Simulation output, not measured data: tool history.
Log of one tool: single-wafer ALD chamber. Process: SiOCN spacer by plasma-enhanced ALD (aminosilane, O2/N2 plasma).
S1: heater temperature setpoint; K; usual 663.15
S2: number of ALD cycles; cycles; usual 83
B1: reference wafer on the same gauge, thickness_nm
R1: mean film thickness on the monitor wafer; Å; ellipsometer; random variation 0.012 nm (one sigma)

| run | hour | S1 | S2 | B1 | R1 |
|---|---|---|---|---|---|
| 1 | 0.0 | 663.15 | 83 | 4.646 | 49.51 |
| 2 | 61.0 | 663.15 | 83 | 4.652 | 49.38 |
| 3 | 86.7 | 663.15 | 83 | 4.647 | 49.38 |
| 4 | 250.6 | 663.15 | 83 | 4.646 | 49.49 |
| 5 | 316.5 | 663.15 | 83 | 4.642 | 49.26 |
| 6 | 361.7 | 663.15 | 83 | 4.639 | 49.31 |
| 7 | 415.5 | 663.15 | 83 | 4.635 | 49.30 |
| 8 | 441.9 | 663.15 | 83 | 4.637 | 49.22 |
| 9 | 467.2 | 663.15 | 83 | 4.628 | 49.27 |
| 10 | 526.9 | 663.15 | 83 | 4.634 | 49.33 |
| 11 | 594.3 | 663.15 | 83 | 4.623 | 48.98 |
| 12 | 654.3 | 663.15 | 83 | 4.625 | 49.30 |
| 13 | 723.1 | 663.15 | 83 | 4.620 | 49.05 |
| 14 | 791.1 | 663.15 | 83 | 4.613 | 49.07 |
| 15 | 842.1 | 663.15 | 83 | 4.611 | 49.00 |
| 16 | 910.4 | 663.15 | 83 | 4.598 | 49.07 |
| 17 | 942.3 | 663.15 | 83 | 4.598 | 48.98 |
| 18 | 1062.9 | 663.15 | 83 | 4.588 | 48.89 |
| 19 | 1097.4 | 663.15 | 83 | 4.583 | 48.83 |
| 20 | 1233.3 | 673.15 | 70 | 4.563 | 40.75 |
| 21 | 1267.2 | 673.15 | 70 | 4.561 | 40.84 |
| 22 | 1322.2 | 673.15 | 70 | 4.553 | 40.71 |
|  | 1388.9 | gauge calibrated |
| 23 | 1394.0 | 663.15 | 83 | 4.621 | 49.02 |
| 24 | 1436.1 | 651.15 | 83 | 4.623 | 49.00 |
| 25 | 1492.1 | 663.15 | 83 | 4.623 | 49.03 |
| 26 | 1543.9 | 663.15 | 83 | 4.618 | 49.29 |
| 27 | 1580.2 | 675.15 | 68 | 4.620 | 39.70 |
| 28 | 1627.3 | 663.15 | 83 | 4.615 | 48.99 |
| 29 | 1691.2 | 658.15 | 83 | 4.613 | 49.12 |
| 30 | 1738.7 | 658.15 | 73 | 4.617 | 43.26 |
| 31 | 1803.6 | 663.15 | 71 | 4.611 | 41.95 |
| 32 | 1852.8 | 668.15 | 75 | 4.609 | 44.24 |
|  | 1874.8 | thermocouple changed; heater temperature recalibrated |
| 33 | 1882.6 | 649.15 | 93 | 4.610 | 55.16 |
| 34 | 1940.5 | 658.15 | 83 | 4.605 | 49.17 |
| 35 | 1997.8 | 670.15 | 91 | 4.598 | 53.85 |
| 36 | 2053.8 | 648.15 | 83 | 4.603 | 48.71 |
| 37 | 2086.3 | 663.15 | 83 | 4.597 | 48.84 |
| 38 | 2155.1 | 654.15 | 72 | 4.590 | 42.15 |
| 39 | 2196.5 | 655.15 | 83 | 4.589 | 48.79 |
| 40 | 2225.5 | 669.15 | 83 | 4.590 | 48.86 |
| 41 | 2273.6 | 663.15 | 83 | 4.583 | 48.84 |
| 42 | 2327.8 | 655.15 | 77 | 4.580 | 45.04 |
| 43 | 2384.3 | 673.15 | 70 | 4.572 | 40.73 |
| 44 | 2428.8 | 663.15 | 83 | 4.569 | 48.52 |
| 45 | 2476.1 | 663.15 | 83 | 4.564 | 48.42 |
| 46 | 2518.9 | 663.15 | 98 | 4.557 | 57.35 |

The same runs without the tool's hidden state, with the same run-to-run variation:
The hidden state here: wafer temperature above the value expected at the setpoint (K); gauge reads high (%).
| run | R1 |
|---|---|
| 1 | 49.35 |
| 2 | 49.22 |
| 3 | 49.22 |
| 4 | 49.36 |
| 5 | 49.16 |
| 6 | 49.22 |
| 7 | 49.24 |
| 8 | 49.17 |
| 9 | 49.23 |
| 10 | 49.33 |
| 11 | 49.01 |
| 12 | 49.38 |
| 13 | 49.17 |
| 14 | 49.25 |
| 15 | 49.22 |
| 16 | 49.36 |
| 17 | 49.30 |
| 18 | 49.34 |
| 19 | 49.32 |
| 20 | 41.30 |
| 21 | 41.42 |
| 22 | 41.35 |
| 23 | 49.12 |
| 24 | 49.10 |
| 25 | 49.14 |
| 26 | 49.40 |
| 27 | 39.80 |
| 28 | 49.11 |
| 29 | 49.26 |
| 30 | 43.40 |
| 31 | 42.11 |
| 32 | 44.43 |
| 33 | 55.41 |
| 34 | 49.43 |
| 35 | 54.17 |
| 36 | 49.04 |
| 37 | 49.19 |
| 38 | 42.50 |
| 39 | 49.23 |
| 40 | 49.32 |
| 41 | 49.34 |
| 42 | 45.55 |
| 43 | 41.24 |
| 44 | 49.18 |
| 45 | 49.13 |
| 46 | 58.25 |

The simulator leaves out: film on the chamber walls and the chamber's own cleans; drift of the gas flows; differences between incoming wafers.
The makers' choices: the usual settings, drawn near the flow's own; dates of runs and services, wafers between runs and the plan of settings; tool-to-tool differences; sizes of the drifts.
